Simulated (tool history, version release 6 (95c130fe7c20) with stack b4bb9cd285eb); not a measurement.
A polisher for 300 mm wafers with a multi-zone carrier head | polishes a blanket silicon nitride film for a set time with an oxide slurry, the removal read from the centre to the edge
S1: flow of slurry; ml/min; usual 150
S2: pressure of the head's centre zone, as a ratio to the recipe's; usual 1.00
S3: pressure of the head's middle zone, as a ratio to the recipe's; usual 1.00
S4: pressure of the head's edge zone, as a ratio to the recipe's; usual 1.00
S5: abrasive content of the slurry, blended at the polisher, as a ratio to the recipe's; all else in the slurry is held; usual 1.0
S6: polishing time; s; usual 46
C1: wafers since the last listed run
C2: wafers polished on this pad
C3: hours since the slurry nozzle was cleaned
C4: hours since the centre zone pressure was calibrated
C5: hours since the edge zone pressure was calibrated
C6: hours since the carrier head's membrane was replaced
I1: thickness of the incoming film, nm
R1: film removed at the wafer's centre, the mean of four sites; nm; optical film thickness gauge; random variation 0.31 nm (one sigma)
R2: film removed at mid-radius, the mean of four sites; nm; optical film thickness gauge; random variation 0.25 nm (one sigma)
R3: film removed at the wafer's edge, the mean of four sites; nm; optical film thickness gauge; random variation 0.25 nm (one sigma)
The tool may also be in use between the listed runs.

run   hour   S1    S2    S3    S4   S5  S6   C1    C2     C3      C4      C5     C6     I1    R1    R2    R3
  1    0.0  150  1.00  1.00  1.00  1.0  46    0  1042   29.7  1122.0   586.3  393.7  401.8  37.0  38.6  38.6
  2   71.8  150  1.00  0.97  1.00  1.0  46  967  2010  101.5  1193.8   658.1  465.5  409.4  36.5  37.7  39.4
  3  110.9  150  1.00  0.97  1.00  1.0  46  527  2537  140.6  1232.9   697.2  504.6  413.0  36.9  37.6  39.2
     127.9  -- carrier head's membrane replaced by a new one
     130.9  -- worn pad replaced by a new one
  4  174.2  150  1.00  0.97  1.00  1.0  46  746   584  203.9  1296.2   760.5   46.3  406.2  36.4  37.4  39.1
     177.8  -- centre zone pressure recalibrated
  5  199.1  150  1.00  1.00  1.00  1.0  46  308   892  228.8    21.3   785.4   71.2  408.7  34.0  38.5  39.0
  6  237.0  150  1.00  1.00  1.00  1.0  46  510  1403  266.7    59.2   823.3  109.1  408.1  33.7  38.8  38.9
     267.6  -- slurry nozzle cleaned
  7  291.7  150  1.00  1.00  1.00  1.0  46  723  2127   24.1   113.9   878.0  163.8  407.9  33.7  38.4  39.4
  8  329.2  150  1.00  1.00  1.00  1.0  46  505  2633   61.6   151.4   915.5  201.3  405.4  34.1  38.5  39.2
     339.6  -- worn pad replaced by a new one
  9  397.8  150  1.00  1.00  1.00  1.0  46  870   784  130.2   220.0   984.1  269.9  408.5  34.0  38.3  39.4
     419.8  -- centre zone pressure recalibrated, repeated, since the last time left the tool worse
 10  436.6  150  1.00  0.92  1.00  1.0  46  496  1281  169.0    16.8  1022.9  308.7  403.4  39.2  35.7  38.7
 11  473.8  150  1.00  1.00  1.00  1.0  38  501  1782  206.2    54.0  1060.1  345.9  417.2  32.6  31.9  32.2
 12  527.4  150  0.90  0.95  0.92  0.7  46  722  2504  259.8   107.6  1113.7  399.5  411.2  30.1  31.0  32.3
     557.0  -- worn pad replaced by a new one
 13  559.9  150  1.00  1.07  0.90  1.0  46  384    39  292.3   140.1  1146.2  432.0  404.9  39.0  40.6  38.5
     585.4  -- edge zone pressure recalibrated
 14  598.5  150  1.00  1.06  1.00  1.0  46  493   533  330.9   178.7    13.1  470.6  408.0  38.6  40.7  39.1
     600.9  -- slurry nozzle cleaned
     629.3  -- carrier head's membrane replaced by a new one
 15  647.0  150  1.00  1.00  1.00  0.7  34  572  1105   46.1   227.2    61.6   17.7  409.3  23.9  24.0  24.0
 16  697.8  150  1.00  1.00  1.00  1.0  46  684  1790   96.9   278.0   112.4   68.5  407.2  38.6  38.4  39.6
 17  727.2  150  1.00  1.00  1.00  1.1  46  396  2187  126.3   307.4   141.8   97.9  414.9  40.2  40.2  40.7
     754.8  -- worn pad replaced by a new one
 18  767.6  150  1.00  1.00  1.00  1.1  46  490   172  166.7   347.8   182.2  138.3  415.0  40.5  40.0  40.8
 19  798.4  150  1.00  1.00  1.00  1.0  46  415   587  197.5   378.6   213.0  169.1  407.4  38.6  38.7  38.9
 20  857.1  150  1.00  1.00  1.00  1.0  46  791  1379  256.2   437.3   271.7  227.8  412.7  38.9  38.4  39.3

Some steps in R1 between neighbouring runs. How much of each would the tool show without its hidden state too (settings, what came in, random variation), and how much is left for the hidden state, with any gauge scatter that isn't in both results?
The hidden state here: removal rate lost through wear of the pad, %; slurry flow missing at the pad, %; deviation of the centre zone's pressure from its setpoint, %; deviation of the edge zone's pressure from its setpoint, %.
Run 4 -> 5: S3 0.97 -> 1.00, centre zone pressure recalibrated. R1 -2.4 nm: hidden state -2.4, all else +0.0.
Run 9 -> 10: S3 1.00 -> 0.92, centre zone pressure recalibrated, repeated, since the last time left the tool worse. R1 +5.2 nm: hidden state +5.0, all else +0.2.
Run 14 -> 15: S3 1.06 -> 1.00, S5 1.0 -> 0.7, S6 46 -> 34, slurry nozzle cleaned, carrier head's membrane replaced by a new one. R1 -14.7 nm: hidden state +0.1, all else -14.8.
Run 15 -> 16: S5 0.7 -> 1.0, S6 34 -> 46. R1 +14.7 nm: hidden state -0.2, all else +14.9.

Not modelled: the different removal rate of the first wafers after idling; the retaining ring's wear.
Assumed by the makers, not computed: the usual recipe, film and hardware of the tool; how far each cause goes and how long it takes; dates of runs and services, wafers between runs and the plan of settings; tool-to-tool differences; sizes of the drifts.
